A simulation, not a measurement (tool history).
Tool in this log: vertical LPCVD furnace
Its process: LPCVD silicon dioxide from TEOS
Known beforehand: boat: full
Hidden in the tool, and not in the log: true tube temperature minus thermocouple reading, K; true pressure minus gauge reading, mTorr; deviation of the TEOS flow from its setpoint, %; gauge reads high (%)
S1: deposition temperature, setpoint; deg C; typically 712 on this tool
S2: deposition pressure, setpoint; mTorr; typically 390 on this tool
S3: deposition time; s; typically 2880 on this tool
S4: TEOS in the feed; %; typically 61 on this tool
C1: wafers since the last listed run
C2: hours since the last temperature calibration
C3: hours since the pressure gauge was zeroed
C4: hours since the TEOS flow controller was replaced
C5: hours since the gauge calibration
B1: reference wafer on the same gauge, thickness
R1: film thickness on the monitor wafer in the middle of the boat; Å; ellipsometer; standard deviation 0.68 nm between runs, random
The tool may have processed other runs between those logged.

{"run": 1, "hour": 0.0, "S1": 712, "S2": 390, "S3": 2880, "S4": 55, "C1": 0, "C2": 5230.4, "C3": 2084.1, "C4": 2447, "C5": 248.6, "B1": 381.99, "R1": 4935.6}
{"run": 2, "hour": 14.4, "S1": 712, "S2": 390, "S3": 2880, "S4": 61, "C1": 212, "C2": 5244.8, "C3": 2098.5, "C4": 2461.4, "C5": 263, "B1": 381.93, "R1": 5184.2}
{"run": 3, "hour": 28.1, "S1": 712, "S2": 390, "S3": 3660, "S4": 61, "C1": 201, "C2": 5258.5, "C3": 2112.2, "C4": 2475.1, "C5": 276.7, "B1": 381.87, "R1": 6604.1}
{"run": 4, "hour": 36.0, "S1": 708, "S2": 390, "S3": 2880, "S4": 61, "C1": 116, "C2": 5266.4, "C3": 2120.1, "C4": 2483, "C5": 284.6, "B1": 382.29, "R1": 4746.9}
{"run": 5, "hour": 53.6, "S1": 708, "S2": 390, "S3": 2880, "S4": 61, "C1": 259, "C2": 5284, "C3": 2137.7, "C4": 2500.6, "C5": 302.2, "B1": 382.06, "R1": 4747.4}
{"run": 6, "hour": 61.4, "S1": 708, "S2": 450, "S3": 2880, "S4": 61, "C1": 114, "C2": 5291.8, "C3": 2145.5, "C4": 2508.4, "C5": 310, "B1": 381.98, "R1": 5084.9}
{"run": 7, "hour": 74.7, "S1": 708, "S2": 450, "S3": 2880, "S4": 61, "C1": 195, "C2": 5305.1, "C3": 2158.8, "C4": 2521.7, "C5": 323.3, "B1": 382.09, "R1": 5101.9}
{"run": 8, "hour": 83.8, "S1": 708, "S2": 450, "S3": 2880, "S4": 61, "C1": 134, "C2": 5314.2, "C3": 2167.9, "C4": 2530.8, "C5": 332.4, "B1": 381.69, "R1": 5105.3}
{"run": 9, "hour": 92.4, "S1": 712, "S2": 390, "S3": 2880, "S4": 61, "C1": 126, "C2": 5322.8, "C3": 2176.5, "C4": 2539.4, "C5": 341, "B1": 381.75, "R1": 5211.6}
{"run": 10, "hour": 104.9, "S1": 712, "S2": 390, "S3": 2880, "S4": 61, "C1": 184, "C2": 5335.3, "C3": 2189, "C4": 2551.9, "C5": 353.5, "B1": 382.09, "R1": 5206.1}
{"run": 11, "hour": 123.5, "S1": 712, "S2": 390, "S3": 2880, "S4": 61, "C1": 273, "C2": 5353.9, "C3": 2207.6, "C4": 2570.5, "C5": 372.1, "B1": 381.99, "R1": 5213.6}
{"hour": 146.8, "done": "gauge calibrated"}
{"hour": 156.3, "done": "thermocouples replaced and temperature profile calibrated"}
{"hour": 165.6, "done": "TEOS flow controller replaced"}
{"run": 12, "hour": 166.1, "S1": 712, "S2": 390, "S3": 2880, "S4": 61, "C1": 136, "C2": 9.8, "C3": 2250.2, "C4": 0.5, "C5": 19.3, "B1": 381.82, "R1": 4674.7}
{"run": 13, "hour": 171.0, "S1": 706, "S2": 390, "S3": 2880, "S4": 68, "C1": 72, "C2": 14.7, "C3": 2255.1, "C4": 5.4, "C5": 24.2, "B1": 382.07, "R1": 4305.6}
{"run": 14, "hour": 176.0, "S1": 716, "S2": 305, "S3": 3480, "S4": 66, "C1": 73, "C2": 19.7, "C3": 2260.1, "C4": 10.4, "C5": 29.2, "B1": 382.02, "R1": 5727.4}
{"run": 15, "hour": 187.0, "S1": 712, "S2": 390, "S3": 2880, "S4": 61, "C1": 162, "C2": 30.7, "C3": 2271.1, "C4": 21.4, "C5": 40.2, "B1": 381.92, "R1": 4681.8}
{"run": 16, "hour": 204.2, "S1": 723, "S2": 390, "S3": 3360, "S4": 61, "C1": 253, "C2": 47.9, "C3": 2288.3, "C4": 38.6, "C5": 57.4, "B1": 381.74, "R1": 6986.4}
{"run": 17, "hour": 217.2, "S1": 712, "S2": 315, "S3": 2460, "S4": 54, "C1": 191, "C2": 60.9, "C3": 2301.3, "C4": 51.6, "C5": 70.4, "B1": 382.18, "R1": 3396.9}
{"run": 18, "hour": 234.5, "S1": 712, "S2": 390, "S3": 3300, "S4": 49, "C1": 254, "C2": 78.2, "C3": 2318.6, "C4": 68.9, "C5": 87.7, "B1": 382.05, "R1": 4798.6}
{"run": 19, "hour": 248.2, "S1": 712, "S2": 390, "S3": 3660, "S4": 71, "C1": 201, "C2": 91.9, "C3": 2332.3, "C4": 82.6, "C5": 101.4, "B1": 381.96, "R1": 6426.2}
{"run": 20, "hour": 257.5, "S1": 724, "S2": 345, "S3": 3330, "S4": 61, "C1": 136, "C2": 101.2, "C3": 2341.6, "C4": 91.9, "C5": 110.7, "B1": 382.22, "R1": 6673.4}
{"run": 21, "hour": 270.2, "S1": 712, "S2": 350, "S3": 3330, "S4": 58, "C1": 187, "C2": 113.9, "C3": 2354.3, "C4": 104.6, "C5": 123.4, "B1": 382.26, "R1": 5022.7}

Run 22, settings as shown, results not yet in. Your forecast:
{"hour": 296.9, "done": "pressure gauge zeroed"}
{"run": 22, "hour": 297.4, "S1": 719, "S2": 335, "S3": 2550, "S4": 56, "C1": 47, "C2": 141.1, "C3": 0.5, "C4": 131.8, "C5": 150.6, "B1": "?", "R1": "?"}

{"run 22": {"B1": 381.8, "R1": 4235.6}}
Had the tool carried no hidden state, the very same run would have given R1 4174.7 Å.
